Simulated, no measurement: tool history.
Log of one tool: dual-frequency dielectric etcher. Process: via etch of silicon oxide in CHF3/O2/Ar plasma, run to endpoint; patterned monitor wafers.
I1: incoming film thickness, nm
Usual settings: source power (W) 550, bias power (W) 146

run 1 hour=0.0 | source_power_(W)=550 bias_power_(W)=146 | I1=485.7 | endpoint_time_(s)=267.7
run 2 hour=32.6 | source_power_(W)=550 bias_power_(W)=146 | I1=484.6 | endpoint_time_(s)=272.1
run 3 hour=63.1 | source_power_(W)=550 bias_power_(W)=146 | I1=488.8 | endpoint_time_(s)=272.1
run 4 hour=122.0 | source_power_(W)=650 bias_power_(W)=146 | I1=492.2 | endpoint_time_(s)=261.6
run 5 hour=169.4 | source_power_(W)=650 bias_power_(W)=146 | I1=488.9 | endpoint_time_(s)=259.9
run 6 hour=210.3 | source_power_(W)=650 bias_power_(W)=146 | I1=487.6 | endpoint_time_(s)=256.8
-- hour=234.4 upper electrode replaced
run 7 hour=235.2 | source_power_(W)=550 bias_power_(W)=146 | I1=489.9 | endpoint_time_(s)=275.7
run 8 hour=261.4 | source_power_(W)=550 bias_power_(W)=146 | I1=483.9 | endpoint_time_(s)=271.6
run 9 hour=288.4 | source_power_(W)=550 bias_power_(W)=146 | I1=482.6 | endpoint_time_(s)=271.8
run 10 hour=331.6 | source_power_(W)=490 bias_power_(W)=124 | I1=488.6 | endpoint_time_(s)=301.4

Forecast run 11:
run 11 hour=363.4 | source_power_(W)=630 bias_power_(W)=146 | I1=489.0 | endpoint_time_(s)=?

endpoint time (s): 269.8
Without the tool's hidden state the same run would have given endpoint time (s) 260.4.

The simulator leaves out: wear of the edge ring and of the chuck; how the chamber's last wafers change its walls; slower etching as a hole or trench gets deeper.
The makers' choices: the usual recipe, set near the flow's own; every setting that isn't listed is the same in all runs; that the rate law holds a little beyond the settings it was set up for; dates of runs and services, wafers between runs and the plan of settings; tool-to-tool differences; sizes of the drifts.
